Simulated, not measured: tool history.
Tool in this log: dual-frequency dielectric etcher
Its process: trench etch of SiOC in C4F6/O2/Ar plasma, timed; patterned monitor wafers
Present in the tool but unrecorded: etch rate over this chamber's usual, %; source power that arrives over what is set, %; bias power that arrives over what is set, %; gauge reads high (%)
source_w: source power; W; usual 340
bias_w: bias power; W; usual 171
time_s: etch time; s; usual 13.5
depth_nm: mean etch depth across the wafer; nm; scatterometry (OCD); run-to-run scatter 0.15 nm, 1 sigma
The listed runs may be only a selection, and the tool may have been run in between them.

| run | hour | source_w | bias_w | time_s | wafers since the last listed run | hours since the last wet clean | hours since the last source power generator calibration | hours since the last bias power generator calibration | hours since the last upper electrode change | hours since the gauge calibration | read-back reference wafer on the same gauge, depth_nm | depth_nm |
|---|---|---|---|---|---|---|---|---|---|---|---|---|
| 1 | 0.0 | 300 | 171 | 13.5 | 0 | 32.7 | 4600.6 | 3682.9 | 2.0 | 743.8 | 26.59 | 24.73 |
| 2 | 32.2 | 280 | 171 | 13.5 | 554 | 64.9 | 4632.8 | 3715.1 | 34.2 | 776.0 | 26.55 | 23.67 |
| 3 | 66.3 | 280 | 171 | 13.5 | 587 | 99.0 | 4666.9 | 3749.2 | 68.3 | 810.1 | 26.64 | 23.60 |
| 4 | 78.5 | 280 | 171 | 13.5 | 210 | 111.2 | 4679.1 | 3761.4 | 80.5 | 822.3 | 26.65 | 23.57 |
|  | 96.6 | source power generator calibrated |
| 5 | 103.4 | 340 | 171 | 13.5 | 359 | 136.1 | 6.8 | 3786.3 | 105.4 | 847.2 | 26.60 | 25.81 |
| 6 | 132.8 | 340 | 171 | 13.5 | 506 | 165.5 | 36.2 | 3815.7 | 134.8 | 876.6 | 26.64 | 25.65 |
| 7 | 152.4 | 340 | 155 | 13.5 | 337 | 185.1 | 55.8 | 3835.3 | 154.4 | 896.2 | 26.57 | 24.56 |
| 8 | 178.7 | 340 | 156 | 13.5 | 452 | 211.4 | 82.1 | 3861.6 | 180.7 | 922.5 | 26.61 | 24.99 |
| 9 | 199.4 | 390 | 142 | 16.0 | 356 | 232.1 | 102.8 | 3882.3 | 201.4 | 943.2 | 26.61 | 30.55 |
|  | 219.4 | gauge calibrated |
| 10 | 229.6 | 290 | 145 | 16.5 | 520 | 262.3 | 133.0 | 3912.5 | 231.6 | 10.2 | 26.61 | 27.70 |
| 11 | 259.0 | 300 | 133 | 15.5 | 506 | 291.7 | 162.4 | 3941.9 | 261.0 | 39.6 | 26.58 | 25.65 |
| 12 | 287.6 | 340 | 171 | 17.5 | 492 | 320.3 | 191.0 | 3970.5 | 289.6 | 68.2 | 26.59 | 33.50 |
| 13 | 316.1 | 410 | 171 | 13.5 | 490 | 348.8 | 219.5 | 3999.0 | 318.1 | 96.7 | 26.60 | 28.19 |
| 14 | 329.9 | 370 | 213 | 15.5 | 237 | 362.6 | 233.3 | 4012.8 | 331.9 | 110.5 | 26.61 | 33.18 |
|  | 362.4 | wet clean of the chamber |
| 15 | 365.4 | 340 | 171 | 15.0 | 198 | 3.0 | 268.8 | 4048.3 | 367.4 | 146.0 | 26.64 | 28.80 |
| 16 | 378.3 | 390 | 200 | 15.0 | 222 | 15.9 | 281.7 | 4061.2 | 380.3 | 158.9 | 26.58 | 32.04 |
| 17 | 403.7 | 340 | 171 | 13.5 | 437 | 41.3 | 307.1 | 4086.6 | 405.7 | 184.3 | 26.60 | 25.78 |
| 18 | 455.1 | 310 | 171 | 17.5 | 885 | 92.7 | 358.5 | 4138.0 | 457.1 | 235.7 | 26.62 | 31.80 |
|  | 472.4 | bias power generator calibrated |
| 19 | 492.7 | 340 | 171 | 13.5 | 578 | 130.3 | 396.1 | 20.3 | 494.7 | 273.3 | 26.66 | 25.70 |
| 20 | 511.2 | 340 | 171 | 13.5 | 318 | 148.8 | 414.6 | 38.8 | 513.2 | 291.8 | 26.61 | 25.65 |
| 21 | 526.4 | 340 | 171 | 13.5 | 261 | 164.0 | 429.8 | 54.0 | 528.4 | 307.0 | 26.59 | 25.90 |
| 22 | 540.0 | 340 | 145 | 14.5 | 234 | 177.6 | 443.4 | 67.6 | 542.0 | 320.6 | 26.58 | 26.10 |
| 23 | 566.3 | 390 | 171 | 13.5 | 452 | 203.9 | 469.7 | 93.9 | 568.3 | 346.9 | 26.58 | 27.30 |
| 24 | 581.8 | 340 | 171 | 13.5 | 266 | 219.4 | 485.2 | 109.4 | 583.8 | 362.4 | 26.60 | 25.87 |
| 25 | 611.9 | 340 | 209 | 13.5 | 518 | 249.5 | 515.3 | 139.5 | 613.9 | 392.5 | 26.57 | 27.76 |
| 26 | 639.4 | 340 | 171 | 10.0 | 473 | 277.0 | 542.8 | 167.0 | 641.4 | 420.0 | 26.54 | 19.22 |
| 27 | 668.6 | 390 | 141 | 10.0 | 502 | 306.2 | 572.0 | 196.2 | 670.6 | 449.2 | 26.60 | 19.02 |
| 28 | 716.2 | 340 | 192 | 13.5 | 819 | 353.8 | 619.6 | 243.8 | 718.2 | 496.8 | 26.62 | 26.74 |
| 29 | 743.2 | 290 | 129 | 15.5 | 464 | 380.8 | 646.6 | 270.8 | 745.2 | 523.8 | 26.62 | 25.37 |
|  | 794.2 | wet clean of the chamber |
| 30 | 794.7 | 340 | 171 | 13.5 | 473 | 0.5 | 698.1 | 322.3 | 796.7 | 575.3 | 26.60 | 26.07 |

Hidden state, per run?
etch rate over this chamber's usual, %: 0 across all the runs
source power that arrives over what is set, %: 0 across all the runs
bias power that arrives over what is set, %: 0 across all the runs
gauge reads high (%): 0 across all the runs
